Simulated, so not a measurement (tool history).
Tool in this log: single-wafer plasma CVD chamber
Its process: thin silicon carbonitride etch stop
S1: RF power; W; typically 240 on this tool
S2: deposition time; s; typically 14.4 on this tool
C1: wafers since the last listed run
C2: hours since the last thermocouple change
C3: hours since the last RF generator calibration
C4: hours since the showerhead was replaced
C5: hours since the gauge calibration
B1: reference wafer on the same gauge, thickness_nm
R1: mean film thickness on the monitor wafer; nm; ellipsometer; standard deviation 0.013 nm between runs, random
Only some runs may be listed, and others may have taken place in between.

run,day,S1,S2,C1,C2,C3,C4,C5,B1,R1
1,0.000,270,15.4,0,1527.1,979.0,2675.2,653.8,9.540,9.378
2,2.825,270,15.4,1170,1594.9,1046.8,2743.0,721.6,9.542,9.375
# day 4.092: RF generator calibrated
3,6.925,240,14.4,1560,1693.3,68.0,2841.4,820.0,9.538,8.638
4,9.725,240,14.4,1159,1760.5,135.2,2908.6,887.2,9.540,8.640
5,12.629,240,14.4,1202,1830.2,204.9,2978.3,956.9,9.538,8.654
6,14.508,240,14.4,778,1875.3,250.0,3023.4,1002.0,9.538,8.652
7,17.725,240,14.4,1332,1952.5,327.2,3100.6,1079.2,9.543,8.611
8,21.542,240,14.4,1580,2044.1,418.8,3192.2,1170.8,9.541,8.624
9,23.475,240,14.4,800,2090.5,465.2,3238.6,1217.2,9.542,8.621
10,25.712,240,13.3,926,2144.2,518.9,3292.3,1270.9,9.548,7.964
11,27.292,240,14.4,654,2182.1,556.8,3330.2,1308.8,9.544,8.610
12,31.379,240,14.4,1693,2280.2,654.9,3428.3,1406.9,9.536,8.621
13,33.825,240,14.4,1013,2338.9,713.6,3487.0,1465.6,9.540,8.622
14,36.754,240,14.4,1213,2409.2,783.9,3557.3,1535.9,9.536,8.614
# day 37.871: gauge calibrated
15,40.104,240,14.4,1387,2489.6,864.3,3637.7,53.6,9.539,8.597
16,42.150,205,14.4,847,2538.7,913.4,3686.8,102.7,9.540,8.378
# day 43.879: thermocouple changed; heater temperature recalibrated
17,45.938,265,15.8,1430,49.4,1004.3,3777.7,193.6,9.535,9.580
18,47.800,285,12.3,771,94.1,1049.0,3822.4,238.3,9.534,7.547
19,51.258,240,12.3,1432,177.1,1132.0,3905.4,321.3,9.540,7.325
# day 51.825: RF generator calibrated
20,53.767,240,14.4,900,237.3,46.6,3965.6,381.5,9.538,8.657
# day 56.150: showerhead replaced
21,56.717,240,14.4,1083,308.1,117.4,13.6,452.3,9.534,8.644
22,58.292,270,11.7,652,345.9,155.2,51.4,490.1,9.537,7.155
23,62.529,240,14.4,1755,447.6,256.9,153.1,591.8,9.536,8.634
24,65.742,270,16.2,1330,524.7,334.0,230.2,668.9,9.537,9.868
25,69.579,225,14.4,1589,616.8,426.1,322.3,761.0,9.541,8.546
26,72.462,190,14.4,1194,686.0,495.3,391.5,830.2,9.538,8.362
27,76.025,210,16.6,1475,771.5,580.8,477.0,915.7,9.539,9.745
28,78.979,240,14.4,1223,842.4,651.7,547.9,986.6,9.541,8.647
29,82.675,270,14.4,1530,931.1,740.4,636.6,1075.3,9.537,8.773
30,87.017,255,16.4,1798,1035.3,844.6,740.8,1179.5,9.544,9.917
31,90.446,195,12.0,1420,1117.6,926.9,823.1,1261.8,9.534,6.957

3 options for the next run, each taken on its own from the tool as it stands now. Forecast them:
A,90.462,275,14.4,6,1118.0,927.3,823.5,1262.2,?,?
B,90.462,285,14.4,6,1118.0,927.3,823.5,1262.2,?,?
C,90.462,195,15.7,6,1118.0,927.3,823.5,1262.2,?,?

run,B1,R1
A,9.534,8.785
B,9.534,8.836
C,9.534,9.103
Take away the tool's hidden state, keep each run's random variation, and the runs would have read:
run,R1
A,8.838
B,8.890
C,9.159
